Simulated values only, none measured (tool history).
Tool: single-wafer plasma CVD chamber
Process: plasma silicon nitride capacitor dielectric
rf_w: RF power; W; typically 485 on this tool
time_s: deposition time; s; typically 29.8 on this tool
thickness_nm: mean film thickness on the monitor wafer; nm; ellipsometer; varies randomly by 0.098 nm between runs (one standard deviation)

| run | hour | rf_w | time_s | wafers since the last listed run | hours since the last RF generator calibration | hours since the showerhead was replaced | hours since the gauge calibration | read-back reference wafer on the same gauge, thickness_nm | thickness_nm |
|---|---|---|---|---|---|---|---|---|---|
| 1 | 0 | 485 | 29.8 | 0 | 1613.8 | 668 | 2481.5 | 38.4 | 41.445 |
| 2 | 57.7 | 485 | 29.8 | 1370 | 1671.5 | 725.7 | 2539.2 | 38.405 | 41.526 |
| 3 | 96.5 | 485 | 29.8 | 921 | 1710.3 | 764.5 | 2578 | 38.383 | 41.545 |
| 4 | 138.2 | 485 | 29.8 | 990 | 1752 | 806.2 | 2619.7 | 38.406 | 41.35 |
| 5 | 206.6 | 435 | 29.8 | 1624 | 1820.4 | 874.6 | 2688.1 | 38.407 | 40.285 |
|  | 286.3 | RF generator calibrated |
|  | 323.4 | gauge calibrated |
| 6 | 455.1 | 435 | 29.8 | 5712 | 168.8 | 1123.1 | 131.7 | 38.411 | 41.173 |
| 7 | 509.4 | 485 | 29.8 | 1289 | 223.1 | 1177.4 | 186 | 38.403 | 42.129 |
| 8 | 558.9 | 485 | 29.8 | 1175 | 272.6 | 1226.9 | 235.5 | 38.413 | 42.088 |
| 9 | 605 | 560 | 29.8 | 1094 | 318.7 | 1273 | 281.6 | 38.403 | 43.431 |
| 10 | 708.9 | 485 | 29.8 | 2467 | 422.6 | 1376.9 | 385.5 | 38.399 | 42.059 |
| 11 | 762.2 | 485 | 29.8 | 1265 | 475.9 | 1430.2 | 438.8 | 38.387 | 41.962 |
| 12 | 820 | 540 | 33.3 | 1372 | 533.7 | 1488 | 496.6 | 38.407 | 48.09 |
| 13 | 915.8 | 540 | 33.3 | 2275 | 629.5 | 1583.8 | 592.4 | 38.376 | 48.099 |
| 14 | 1006.6 | 540 | 33.3 | 2156 | 720.3 | 1674.6 | 683.2 | 38.425 | 47.81 |
| 15 | 1091.2 | 485 | 29.8 | 2009 | 804.9 | 1759.2 | 767.8 | 38.394 | 41.841 |
| 16 | 1198.5 | 485 | 29.8 | 2548 | 912.2 | 1866.5 | 875.1 | 38.385 | 41.772 |
| 17 | 1283.3 | 485 | 29.8 | 2014 | 997 | 1951.3 | 959.9 | 38.392 | 41.972 |
| 18 | 1328.8 | 485 | 29.8 | 1080 | 1042.5 | 1996.8 | 1005.4 | 38.391 | 41.911 |
| 19 | 1444.3 | 485 | 29.8 | 2743 | 1158 | 2112.3 | 1120.9 | 38.405 | 41.844 |
| 20 | 1531.1 | 485 | 29.8 | 2061 | 1244.8 | 2199.1 | 1207.7 | 38.414 | 41.681 |

Run 21 has not been measured yet. What should we expect?
| 21 | 1786.5 | 485 | 29.8 | 6066 | 1500.2 | 2454.5 | 1463.1 | ? | ? |

{"run 21": {"read-back reference wafer on the same gauge, thickness_nm": 38.395, "thickness_nm": 41.444}}
Without the tool's hidden state the same run would have given thickness_nm 41.982 nm.
